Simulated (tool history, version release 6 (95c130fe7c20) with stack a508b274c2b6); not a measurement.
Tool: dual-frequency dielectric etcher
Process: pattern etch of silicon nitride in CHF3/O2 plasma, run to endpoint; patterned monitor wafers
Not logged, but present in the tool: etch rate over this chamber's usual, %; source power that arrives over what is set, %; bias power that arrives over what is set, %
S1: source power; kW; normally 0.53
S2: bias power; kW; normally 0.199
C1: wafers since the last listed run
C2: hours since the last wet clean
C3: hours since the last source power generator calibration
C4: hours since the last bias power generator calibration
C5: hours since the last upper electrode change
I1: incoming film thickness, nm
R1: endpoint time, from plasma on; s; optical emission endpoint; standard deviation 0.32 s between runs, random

run 1 hour=0 | S1=0.53 S2=0.199 | C1=0 C2=207.8 C3=1772.2 C4=2324.2 C5=3063.3 | I1=88.1 | R1=59.2
run 2 hour=20.9 | S1=0.6 S2=0.199 | C1=233 C2=228.7 C3=1793.1 C4=2345.1 C5=3084.2 | I1=88.7 | R1=58.1
run 3 hour=33.7 | S1=0.53 S2=0.199 | C1=143 C2=241.5 C3=1805.9 C4=2357.9 C5=3097 | I1=88.4 | R1=58.7
run 4 hour=53 | S1=0.53 S2=0.199 | C1=215 C2=260.8 C3=1825.2 C4=2377.2 C5=3116.3 | I1=88.5 | R1=59.9
run 5 hour=79.9 | S1=0.53 S2=0.199 | C1=301 C2=287.7 C3=1852.1 C4=2404.1 C5=3143.2 | I1=88.1 | R1=58.8
run 6 hour=105.6 | S1=0.53 S2=0.199 | C1=287 C2=313.4 C3=1877.8 C4=2429.8 C5=3168.9 | I1=88.1 | R1=58.8
run 7 hour=138.6 | S1=0.53 S2=0.199 | C1=369 C2=346.4 C3=1910.8 C4=2462.8 C5=3201.9 | I1=88.5 | R1=59.5
run 8 hour=156.2 | S1=0.53 S2=0.199 | C1=196 C2=364 C3=1928.4 C4=2480.4 C5=3219.5 | I1=88.3 | R1=59.3
run 9 hour=209.9 | S1=0.61 S2=0.199 | C1=600 C2=417.7 C3=1982.1 C4=2534.1 C5=3273.2 | I1=88.8 | R1=57.7
run 10 hour=240 | S1=0.61 S2=0.199 | C1=336 C2=447.8 C3=2012.2 C4=2564.2 C5=3303.3 | I1=87.9 | R1=56.8
-- hour=248.4 bias power generator calibrated
run 11 hour=254 | S1=0.59 S2=0.199 | C1=111 C2=461.8 C3=2026.2 C4=5.6 C5=3317.3 | I1=87.8 | R1=57.9
run 12 hour=283 | S1=0.59 S2=0.199 | C1=324 C2=490.8 C3=2055.2 C4=34.6 C5=3346.3 | I1=88.4 | R1=57.8
-- hour=327.8 upper electrode replaced
run 13 hour=328.3 | S1=0.47 S2=0.199 | C1=238 C2=536.1 C3=2100.5 C4=79.9 C5=0.5 | I1=88 | R1=59.6
run 14 hour=340.2 | S1=0.47 S2=0.199 | C1=133 C2=548 C3=2112.4 C4=91.8 C5=12.4 | I1=89.5 | R1=61.3
run 15 hour=369.1 | S1=0.47 S2=0.199 | C1=323 C2=576.9 C3=2141.3 C4=120.7 C5=41.3 | I1=88.6 | R1=61
run 16 hour=385.5 | S1=0.53 S2=0.239 | C1=183 C2=593.3 C3=2157.7 C4=137.1 C5=57.7 | I1=88.7 | R1=55.3
-- hour=432.5 wet clean of the chamber
run 17 hour=433 | S1=0.53 S2=0.186 | C1=262 C2=0.5 C3=2205.2 C4=184.6 C5=105.2 | I1=88 | R1=60.1
run 18 hour=444.6 | S1=0.53 S2=0.199 | C1=129 C2=12.1 C3=2216.8 C4=196.2 C5=116.8 | I1=87.4 | R1=58.6
run 19 hour=460.2 | S1=0.53 S2=0.186 | C1=174 C2=27.7 C3=2232.4 C4=211.8 C5=132.4 | I1=88.4 | R1=60.6
run 20 hour=481.7 | S1=0.57 S2=0.24 | C1=240 C2=49.2 C3=2253.9 C4=233.3 C5=153.9 | I1=88.2 | R1=54.3
run 21 hour=511.4 | S1=0.45 S2=0.215 | C1=332 C2=78.9 C3=2283.6 C4=263 C5=183.6 | I1=88.2 | R1=59.1
run 22 hour=536.8 | S1=0.66 S2=0.221 | C1=284 C2=104.3 C3=2309 C4=288.4 C5=209 | I1=88.2 | R1=54.6
-- hour=546.7 source power generator calibrated
run 23 hour=554.6 | S1=0.53 S2=0.216 | C1=154 C2=122.1 C3=7.9 C4=306.2 C5=226.8 | I1=87.7 | R1=57.4
run 24 hour=570.1 | S1=0.53 S2=0.186 | C1=173 C2=137.6 C3=23.4 C4=321.7 C5=242.3 | I1=88.1 | R1=60.8
run 25 hour=596.6 | S1=0.53 S2=0.199 | C1=296 C2=164.1 C3=49.9 C4=348.2 C5=268.8 | I1=87.3 | R1=58.2
run 26 hour=632.1 | S1=0.45 S2=0.241 | C1=397 C2=199.6 C3=85.4 C4=383.7 C5=304.3 | I1=87.6 | R1=56.2
run 27 hour=658.6 | S1=0.46 S2=0.238 | C1=296 C2=226.1 C3=111.9 C4=410.2 C5=330.8 | I1=88.1 | R1=56.9
run 28 hour=679.3 | S1=0.53 S2=0.199 | C1=231 C2=246.8 C3=132.6 C4=430.9 C5=351.5 | I1=87.9 | R1=58.6
run 29 hour=697.2 | S1=0.53 S2=0.152 | C1=200 C2=264.7 C3=150.5 C4=448.8 C5=369.4 | I1=88.8 | R1=66
run 30 hour=723.8 | S1=0.53 S2=0.199 | C1=297 C2=291.3 C3=177.1 C4=475.4 C5=396 | I1=88.6 | R1=59.1
run 31 hour=744.6 | S1=0.49 S2=0.185 | C1=232 C2=312.1 C3=197.9 C4=496.2 C5=416.8 | I1=87.6 | R1=61
run 32 hour=761.5 | S1=0.48 S2=0.199 | C1=189 C2=329 C3=214.8 C4=513.1 C5=433.7 | I1=88.7 | R1=60.4

Across each entry between runs, compare the hidden state at the last listed run before it with the hidden state at the first listed run after it:
Logged between run 10 and run 11: bias power generator calibrated (hour 248.4)
  no difference in the tool's unlogged condition between these two runs
Logged between run 12 and run 13: upper electrode replaced (hour 327.8)
  no difference in the tool's unlogged condition between these two runs
Logged between run 16 and run 17: wet clean of the chamber (hour 432.5)
  no difference in the tool's unlogged condition between these two runs
Logged between run 22 and run 23: source power generator calibrated (hour 546.7)
  no difference in the tool's unlogged condition between these two runs

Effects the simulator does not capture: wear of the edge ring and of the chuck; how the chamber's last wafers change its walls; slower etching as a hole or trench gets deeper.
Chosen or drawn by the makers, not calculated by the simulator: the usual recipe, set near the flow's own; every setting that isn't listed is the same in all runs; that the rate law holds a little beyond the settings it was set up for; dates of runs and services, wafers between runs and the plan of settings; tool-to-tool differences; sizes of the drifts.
